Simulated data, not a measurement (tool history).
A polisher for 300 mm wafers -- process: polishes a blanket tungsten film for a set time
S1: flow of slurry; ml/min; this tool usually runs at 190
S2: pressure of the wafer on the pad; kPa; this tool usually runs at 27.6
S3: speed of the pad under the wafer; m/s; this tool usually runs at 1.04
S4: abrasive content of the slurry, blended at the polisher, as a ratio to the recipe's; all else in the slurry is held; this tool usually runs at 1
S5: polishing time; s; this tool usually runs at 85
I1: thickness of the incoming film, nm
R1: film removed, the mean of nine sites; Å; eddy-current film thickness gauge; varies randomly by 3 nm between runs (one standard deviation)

Run 1, hour 0: usual settings; I1 1466.7. Result: R1 4728 Å.
Run 2, hour 14.2: usual settings but S5 107 s; I1 1468.3. Result: R1 5914 Å.
Run 3, hour 24.5: usual settings but S5 107 s; I1 1443.8. Result: R1 5845 Å.
Run 4, hour 42.4: usual settings; I1 1445.7. Result: R1 4695 Å.
Run 5, hour 50.5: usual settings; I1 1431.7. Result: R1 4674 Å.
At hour 58.2: worn pad replaced by a new one.
Run 6, hour 58.7: usual settings; I1 1463.9. Result: R1 4673 Å.
At hour 71: head pressure recalibrated.
Run 7, hour 73.5: usual settings; I1 1463.1. Result: R1 4364 Å.
Run 8, hour 80.6: usual settings but S1 245 ml/min; I1 1435.9. Result: R1 4512 Å.
Run 9, hour 94.5: usual settings but S2 33.1 kPa, S3 0.84 m/s; I1 1480.1. Result: R1 4244 Å.
Run 10, hour 107: usual settings but S2 36.5 kPa, S3 0.86 m/s, S4 0.75; I1 1443.3. Result: R1 4450 Å.
At hour 111.7: slurry nozzle cleaned.
At hour 121.8: slurry tank refilled with fresh slurry and peroxide.
Run 11, hour 124.8: usual settings but S2 19.3 kPa, S4 0.85; I1 1431.1. Result: R1 3135 Å.
Run 12, hour 131.7: usual settings but S4 0.9; I1 1483.6. Result: R1 4562 Å.
At hour 144.1: slurry blender recalibrated.
Run 13, hour 149.1: usual settings but S1 160 ml/min, S2 22.1 kPa, S5 110 s; I1 1451.8. Result: R1 4607 Å.
Run 14, hour 157.3: usual settings but S1 150 ml/min, S5 107 s; I1 1429.2. Result: R1 5540 Å.
Run 15, hour 165.4: usual settings but S3 0.74 m/s; I1 1487.4. Result: R1 3327 Å.
Run 16, hour 182: usual settings; I1 1446.4. Result: R1 4529 Å.
Run 17, hour 208.5: usual settings but S3 1.28 m/s, S4 1.1; I1 1482.7. Result: R1 5590 Å.
At hour 221.3: worn pad replaced by a new one.
Run 18, hour 221.8: usual settings but S1 205 ml/min, S2 35.2 kPa; I1 1446.9. Result: R1 5792 Å.

What will run 19 give?
Run 19, hour 237.5: usual settings; I1 1459.7. Result: R1 ?.

{"run 19": {"R1": 4464}}
If the tool had no hidden condition, the same run with the same run-to-run variation would have returned R1 4621 Å.

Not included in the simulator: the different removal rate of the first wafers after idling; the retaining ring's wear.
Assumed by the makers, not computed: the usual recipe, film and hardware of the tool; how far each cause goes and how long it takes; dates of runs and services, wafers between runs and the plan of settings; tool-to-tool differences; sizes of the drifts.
